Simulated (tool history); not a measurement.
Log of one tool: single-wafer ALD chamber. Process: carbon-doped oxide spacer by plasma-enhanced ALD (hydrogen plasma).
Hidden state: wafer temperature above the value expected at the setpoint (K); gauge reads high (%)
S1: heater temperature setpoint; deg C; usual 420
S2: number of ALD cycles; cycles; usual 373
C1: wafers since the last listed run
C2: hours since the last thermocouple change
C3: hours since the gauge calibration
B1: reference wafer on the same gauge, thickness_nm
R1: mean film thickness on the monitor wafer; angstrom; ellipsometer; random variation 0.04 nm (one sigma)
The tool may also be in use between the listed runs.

run 1 hour=0.0 | S1=420 S2=373 | C1=0 C2=1322.4 C3=450.0 | B1=14.100 | R1=159.02
run 2 hour=55.4 | S1=420 S2=373 | C1=78 C2=1377.8 C3=505.4 | B1=14.102 | R1=159.29
run 3 hour=91.7 | S1=420 S2=373 | C1=51 C2=1414.1 C3=541.7 | B1=14.093 | R1=158.57
run 4 hour=156.6 | S1=420 S2=373 | C1=91 C2=1479.0 C3=606.6 | B1=14.102 | R1=157.99
run 5 hour=212.4 | S1=420 S2=373 | C1=79 C2=1534.8 C3=662.4 | B1=14.103 | R1=158.19
run 6 hour=240.2 | S1=420 S2=373 | C1=39 C2=1562.6 C3=690.2 | B1=14.105 | R1=157.77
run 7 hour=290.2 | S1=420 S2=373 | C1=70 C2=1612.6 C3=740.2 | B1=14.105 | R1=158.31
run 8 hour=360.6 | S1=420 S2=373 | C1=99 C2=1683.0 C3=810.6 | B1=14.097 | R1=157.96
run 9 hour=426.9 | S1=420 S2=373 | C1=93 C2=1749.3 C3=876.9 | B1=14.106 | R1=157.56
run 10 hour=468.6 | S1=420 S2=373 | C1=59 C2=1791.0 C3=918.6 | B1=14.101 | R1=158.15
run 11 hour=502.3 | S1=420 S2=373 | C1=47 C2=1824.7 C3=952.3 | B1=14.096 | R1=157.68
run 12 hour=571.2 | S1=420 S2=373 | C1=97 C2=1893.6 C3=1021.2 | B1=14.096 | R1=157.27
run 13 hour=597.6 | S1=420 S2=389 | C1=37 C2=1920.0 C3=1047.6 | B1=14.096 | R1=164.98
-- hour=604.8 gauge calibrated
run 14 hour=702.1 | S1=420 S2=373 | C1=147 C2=2024.5 C3=97.3 | B1=14.103 | R1=156.79
run 15 hour=735.6 | S1=420 S2=373 | C1=47 C2=2058.0 C3=130.8 | B1=14.102 | R1=156.95
run 16 hour=796.3 | S1=420 S2=373 | C1=85 C2=2118.7 C3=191.5 | B1=14.099 | R1=157.06
run 17 hour=866.9 | S1=416 S2=320 | C1=99 C2=2189.3 C3=262.1 | B1=14.098 | R1=136.07
run 18 hour=892.0 | S1=416 S2=439 | C1=35 C2=2214.4 C3=287.2 | B1=14.108 | R1=187.39
run 19 hour=917.9 | S1=431 S2=373 | C1=36 C2=2240.3 C3=313.1 | B1=14.102 | R1=151.72
run 20 hour=973.7 | S1=420 S2=373 | C1=79 C2=2296.1 C3=368.9 | B1=14.092 | R1=155.77
run 21 hour=1021.8 | S1=420 S2=373 | C1=68 C2=2344.2 C3=417.0 | B1=14.101 | R1=156.77
-- hour=1054.1 thermocouple changed; heater temperature recalibrated
run 22 hour=1068.7 | S1=410 S2=402 | C1=55 C2=14.6 C3=463.9 | B1=14.103 | R1=177.11
run 23 hour=1110.1 | S1=409 S2=403 | C1=58 C2=56.0 C3=505.3 | B1=14.109 | R1=178.03
run 24 hour=1226.5 | S1=420 S2=373 | C1=164 C2=172.4 C3=621.7 | B1=14.110 | R1=159.16
run 25 hour=1253.2 | S1=420 S2=373 | C1=37 C2=199.1 C3=648.4 | B1=14.101 | R1=159.68
run 26 hour=1292.5 | S1=433 S2=344 | C1=55 C2=238.4 C3=687.7 | B1=14.101 | R1=141.91
run 27 hour=1349.1 | S1=414 S2=373 | C1=80 C2=295.0 C3=744.3 | B1=14.094 | R1=163.14
run 28 hour=1398.7 | S1=434 S2=353 | C1=70 C2=344.6 C3=793.9 | B1=14.103 | R1=145.04
run 29 hour=1434.9 | S1=434 S2=373 | C1=51 C2=380.8 C3=830.1 | B1=14.097 | R1=152.77
run 30 hour=1479.7 | S1=420 S2=373 | C1=63 C2=425.6 C3=874.9 | B1=14.106 | R1=160.38

Forecast each of these 5 alternatives for the next run:
run A hour=1480.7 | S1=420 S2=323 | C1=1 C2=426.6 C3=875.9 | B1=? | R1=?
run B hour=1480.7 | S1=424 S2=413 | C1=1 C2=426.6 C3=875.9 | B1=? | R1=?
run C hour=1480.7 | S1=409 S2=330 | C1=1 C2=426.6 C3=875.9 | B1=? | R1=?
run D hour=1480.7 | S1=420 S2=312 | C1=1 C2=426.6 C3=875.9 | B1=? | R1=?
run E hour=1480.7 | S1=428 S2=310 | C1=1 C2=426.6 C3=875.9 | B1=? | R1=?

run=A B1=14.106 R1=138.43
run=B B1=14.106 R1=175.00
run=C B1=14.106 R1=145.83
run=D B1=14.106 R1=133.72
run=E B1=14.106 R1=129.85
Without the tool's hidden state the same runs would have given:
run=A R1=138.68
run=B R1=175.32
run=C R1=146.08
run=D R1=133.96
run=E R1=130.09
